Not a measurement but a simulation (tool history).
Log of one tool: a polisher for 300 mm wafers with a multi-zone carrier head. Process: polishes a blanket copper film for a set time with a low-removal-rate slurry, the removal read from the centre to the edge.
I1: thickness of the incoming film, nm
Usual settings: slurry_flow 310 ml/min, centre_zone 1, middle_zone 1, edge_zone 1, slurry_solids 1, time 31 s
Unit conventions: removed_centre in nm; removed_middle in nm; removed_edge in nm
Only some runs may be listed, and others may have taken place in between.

{"run": 1, "hour": 0.0, "slurry_flow": 310, "centre_zone": 1, "middle_zone": 1, "edge_zone": 1, "slurry_solids": 1, "time": 31, "I1": 675.9, "removed_centre": 103, "removed_middle": 101.1, "removed_edge": 101.9}
{"hour": 43.3, "done": "edge zone pressure recalibrated"}
{"hour": 80.8, "done": "centre zone pressure recalibrated"}
{"hour": 94.3, "done": "worn pad replaced by a new one"}
{"hour": 114.3, "done": "slurry nozzle cleaned"}
{"run": 2, "hour": 185.2, "slurry_flow": 310, "centre_zone": 1, "middle_zone": 1, "edge_zone": 1, "slurry_solids": 1, "time": 31, "I1": 670.7, "removed_centre": 111.2, "removed_middle": 108, "removed_edge": 103.8}
{"run": 3, "hour": 213.0, "slurry_flow": 310, "centre_zone": 1, "middle_zone": 1, "edge_zone": 1, "slurry_solids": 1, "time": 31, "I1": 661.5, "removed_centre": 111.1, "removed_middle": 106.3, "removed_edge": 104.1}
{"run": 4, "hour": 270.4, "slurry_flow": 310, "centre_zone": 1, "middle_zone": 1, "edge_zone": 1, "slurry_solids": 1, "time": 31, "I1": 671.3, "removed_centre": 108, "removed_middle": 102.5, "removed_edge": 105}
{"run": 5, "hour": 338.7, "slurry_flow": 310, "centre_zone": 1, "middle_zone": 1, "edge_zone": 1, "slurry_solids": 1, "time": 31, "I1": 668.5, "removed_centre": 106.8, "removed_middle": 105.1, "removed_edge": 104}
{"run": 6, "hour": 423.9, "slurry_flow": 310, "centre_zone": 1, "middle_zone": 1, "edge_zone": 1, "slurry_solids": 1, "time": 35, "I1": 672.3, "removed_centre": 119.5, "removed_middle": 117, "removed_edge": 115.9}
{"run": 7, "hour": 481.8, "slurry_flow": 310, "centre_zone": 1, "middle_zone": 1, "edge_zone": 0.92, "slurry_solids": 1.15, "time": 31, "I1": 660, "removed_centre": 109.3, "removed_middle": 107.8, "removed_edge": 102.5}
{"run": 8, "hour": 534.9, "slurry_flow": 310, "centre_zone": 1, "middle_zone": 1, "edge_zone": 0.96, "slurry_solids": 1.15, "time": 31, "I1": 675.6, "removed_centre": 110.2, "removed_middle": 107.2, "removed_edge": 105.3}
{"hour": 555.7, "done": "centre zone pressure recalibrated"}
{"hour": 557.3, "done": "carrier head's membrane replaced by a new one"}
{"run": 9, "hour": 562.3, "slurry_flow": 215, "centre_zone": 1, "middle_zone": 0.92, "edge_zone": 1, "slurry_solids": 1.15, "time": 31, "I1": 666.6, "removed_centre": 98.5, "removed_middle": 90.8, "removed_edge": 101.8}
{"hour": 603.0, "done": "worn pad replaced by a new one"}
{"run": 10, "hour": 606.3, "slurry_flow": 235, "centre_zone": 1, "middle_zone": 1, "edge_zone": 0.95, "slurry_solids": 0.8, "time": 24, "I1": 673.3, "removed_centre": 67.7, "removed_middle": 68.4, "removed_edge": 66.8}
{"hour": 608.0, "done": "slurry nozzle cleaned"}
{"run": 11, "hour": 643.1, "slurry_flow": 220, "centre_zone": 1, "middle_zone": 1, "edge_zone": 1, "slurry_solids": 1, "time": 31, "I1": 679.7, "removed_centre": 107.4, "removed_middle": 101.4, "removed_edge": 104}
{"run": 12, "hour": 704.6, "slurry_flow": 245, "centre_zone": 1, "middle_zone": 1, "edge_zone": 1, "slurry_solids": 0.8, "time": 31, "I1": 663.5, "removed_centre": 94.8, "removed_middle": 95.3, "removed_edge": 92.9}
{"run": 13, "hour": 746.3, "slurry_flow": 310, "centre_zone": 1, "middle_zone": 1, "edge_zone": 1, "slurry_solids": 1, "time": 31, "I1": 663.6, "removed_centre": 109.2, "removed_middle": 105.8, "removed_edge": 104.7}
{"run": 14, "hour": 808.1, "slurry_flow": 310, "centre_zone": 1, "middle_zone": 1, "edge_zone": 1, "slurry_solids": 1, "time": 31, "I1": 677.2, "removed_centre": 106.6, "removed_middle": 105.3, "removed_edge": 104.6}
{"run": 15, "hour": 879.3, "slurry_flow": 380, "centre_zone": 1, "middle_zone": 0.97, "edge_zone": 1, "slurry_solids": 0.8, "time": 31, "I1": 671.5, "removed_centre": 100.6, "removed_middle": 93, "removed_edge": 94.9}
{"run": 16, "hour": 924.8, "slurry_flow": 310, "centre_zone": 1, "middle_zone": 0.93, "edge_zone": 1, "slurry_solids": 1.15, "time": 31, "I1": 672.5, "removed_centre": 108.8, "removed_middle": 100.9, "removed_edge": 109.7}
{"hour": 970.4, "done": "centre zone pressure recalibrated"}
{"run": 17, "hour": 992.9, "slurry_flow": 370, "centre_zone": 1, "middle_zone": 1.08, "edge_zone": 1, "slurry_solids": 0.8, "time": 24, "I1": 661.3, "removed_centre": 76.1, "removed_middle": 79.9, "removed_edge": 73.8}
{"hour": 1049.9, "done": "worn pad replaced by a new one"}
{"hour": 1053.2, "done": "slurry nozzle cleaned"}
{"run": 18, "hour": 1059.8, "slurry_flow": 310, "centre_zone": 0.89, "middle_zone": 0.88, "edge_zone": 1.05, "slurry_solids": 1, "time": 31, "I1": 668.5, "removed_centre": 103.1, "removed_middle": 101.3, "removed_edge": 110.2}
{"hour": 1085.0, "done": "edge zone pressure recalibrated"}
{"run": 19, "hour": 1108.8, "slurry_flow": 310, "centre_zone": 0.91, "middle_zone": 1, "edge_zone": 1.08, "slurry_solids": 0.7, "time": 31, "I1": 665.2, "removed_centre": 90, "removed_middle": 91.6, "removed_edge": 93.7}
{"run": 20, "hour": 1137.2, "slurry_flow": 310, "centre_zone": 0.91, "middle_zone": 1, "edge_zone": 1, "slurry_solids": 0.75, "time": 31, "I1": 678.8, "removed_centre": 91.1, "removed_middle": 94.3, "removed_edge": 95.8}
{"run": 21, "hour": 1172.9, "slurry_flow": 340, "centre_zone": 1, "middle_zone": 1, "edge_zone": 1.07, "slurry_solids": 0.9, "time": 31, "I1": 685.3, "removed_centre": 106.2, "removed_middle": 104.5, "removed_edge": 107}

Here are 4 independent what-if runs from the current tool condition. What would each one return?
{"run": "A", "hour": 1173.3, "slurry_flow": 410, "centre_zone": 1, "middle_zone": 1, "edge_zone": 1, "slurry_solids": 1, "time": 31, "I1": 666.2, "removed_centre": "?", "removed_middle": "?", "removed_edge": "?"}
{"run": "B", "hour": 1173.3, "slurry_flow": 310, "centre_zone": 1.06, "middle_zone": 1, "edge_zone": 0.9, "slurry_solids": 1, "time": 31, "I1": 666.2, "removed_centre": "?", "removed_middle": "?", "removed_edge": "?"}
{"run": "C", "hour": 1173.3, "slurry_flow": 340, "centre_zone": 1, "middle_zone": 1, "edge_zone": 1, "slurry_solids": 0.75, "time": 31, "I1": 666.2, "removed_centre": "?", "removed_middle": "?", "removed_edge": "?"}
{"run": "D", "hour": 1173.3, "slurry_flow": 310, "centre_zone": 1.05, "middle_zone": 1, "edge_zone": 1, "slurry_solids": 0.8, "time": 24, "I1": 666.2, "removed_centre": "?", "removed_middle": "?", "removed_edge": "?"}

run=A removed_centre=115 removed_middle=111.5 removed_edge=106.7
run=B removed_centre=115.8 removed_middle=107.9 removed_edge=99.1
run=C removed_centre=100.2 removed_middle=97.4 removed_edge=93.7
run=D removed_centre=81.6 removed_middle=76.6 removed_edge=73.9
The same runs, with their run-to-run variation unchanged, on a tool lacking any hidden condition would have given:
run=A removed_centre=118.1 removed_middle=114.3 removed_edge=108.8
run=B removed_centre=120 removed_middle=111.5 removed_edge=101.6
run=C removed_centre=103.5 removed_middle=100.3 removed_edge=95.8
run=D removed_centre=84.6 removed_middle=79.1 removed_edge=75.7
